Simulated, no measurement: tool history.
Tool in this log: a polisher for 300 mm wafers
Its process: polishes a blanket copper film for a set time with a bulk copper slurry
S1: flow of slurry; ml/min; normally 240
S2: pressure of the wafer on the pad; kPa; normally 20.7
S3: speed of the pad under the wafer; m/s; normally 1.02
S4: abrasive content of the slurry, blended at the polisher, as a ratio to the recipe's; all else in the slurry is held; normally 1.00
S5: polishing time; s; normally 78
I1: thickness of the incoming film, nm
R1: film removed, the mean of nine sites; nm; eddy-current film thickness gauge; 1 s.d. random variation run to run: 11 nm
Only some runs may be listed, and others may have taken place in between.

run	hour	S1	S2	S3	S4	S5	I1	R1
1	0.0	240	20.7	1.02	1.00	78	2655.1	789.9
2	37.3	260	20.7	1.02	1.00	78	2710.1	801.9
3	77.8	260	20.7	1.02	1.00	78	2716.1	787.3
# hour 91.0: worn pad replaced by a new one
4	139.9	260	20.7	1.02	1.00	78	2700.2	802.9
5	166.0	240	20.7	1.02	1.00	78	2682.1	781.8
6	208.9	240	20.7	1.02	1.00	78	2698.2	774.6
7	249.4	240	20.7	1.02	1.00	78	2730.4	765.8
# hour 251.5: slurry blender recalibrated
8	302.6	240	20.7	1.02	1.00	78	2730.0	765.4
9	331.4	240	20.7	1.02	1.00	78	2715.0	755.9
# hour 355.1: worn pad replaced by a new one
# hour 385.4: slurry nozzle cleaned
10	490.8	240	20.7	1.02	1.00	78	2664.7	780.7
11	535.6	240	20.7	1.02	1.00	78	2659.4	786.5
12	591.2	240	20.7	1.02	1.00	78	2699.3	769.5
13	619.2	240	20.7	1.02	1.00	78	2691.9	771.9
# hour 629.6: slurry blender recalibrated
# hour 649.5: worn pad replaced by a new one
14	727.8	240	20.7	1.02	1.00	86	2642.3	838.8
15	761.6	240	20.7	1.02	1.00	78	2700.1	756.0
16	795.3	275	16.5	1.12	1.30	78	2673.4	694.3
17	853.3	240	20.7	1.02	1.00	78	2729.9	737.2
# hour 907.2: worn pad replaced by a new one
# hour 924.9: slurry nozzle cleaned
18	925.2	195	20.7	1.02	1.00	52	2674.0	524.3
# hour 950.2: head pressure recalibrated
# hour 992.9: slurry blender recalibrated
19	996.8	260	20.7	1.02	1.00	78	2676.4	837.3
20	1061.6	265	17.9	1.02	1.00	52	2663.6	479.8
21	1104.6	210	15.9	1.02	1.25	78	2694.4	631.8
22	1146.9	170	20.7	1.02	1.30	78	2702.6	771.6
23	1192.6	240	20.7	1.30	1.00	78	2688.9	905.5
# hour 1236.0: worn pad replaced by a new one
24	1238.5	240	26.2	1.12	0.75	93	2654.9	1190.8
25	1282.2	240	20.7	1.02	1.00	78	2699.4	770.9
26	1359.9	240	20.7	1.02	1.00	78	2682.2	753.0
27	1387.1	240	20.7	1.02	1.00	78	2664.6	765.9
# hour 1414.4: slurry blender recalibrated
28	1449.6	240	20.7	1.02	1.15	90	2695.4	896.6
29	1477.4	295	20.7	1.22	1.25	78	2658.2	891.4

5 ways to go on from here, each from the tool as it stands after run 29. What would each give?
A	1477.8	175	20.7	1.02	1.00	78	2649.5	?
B	1477.8	215	20.7	1.02	0.80	88	2649.5	?
C	1477.8	240	20.7	1.02	1.20	94	2649.5	?
D	1477.8	240	15.2	1.02	1.00	97	2649.5	?
E	1477.8	240	15.9	1.02	1.00	61	2649.5	?

run	R1
A	686.9
B	796.2
C	920.4
D	700.2
E	458.1
With no hidden state in the tool, these same runs would have given:
run	R1
A	776.2
B	878.9
C	1005.4
D	764.9
E	500.4
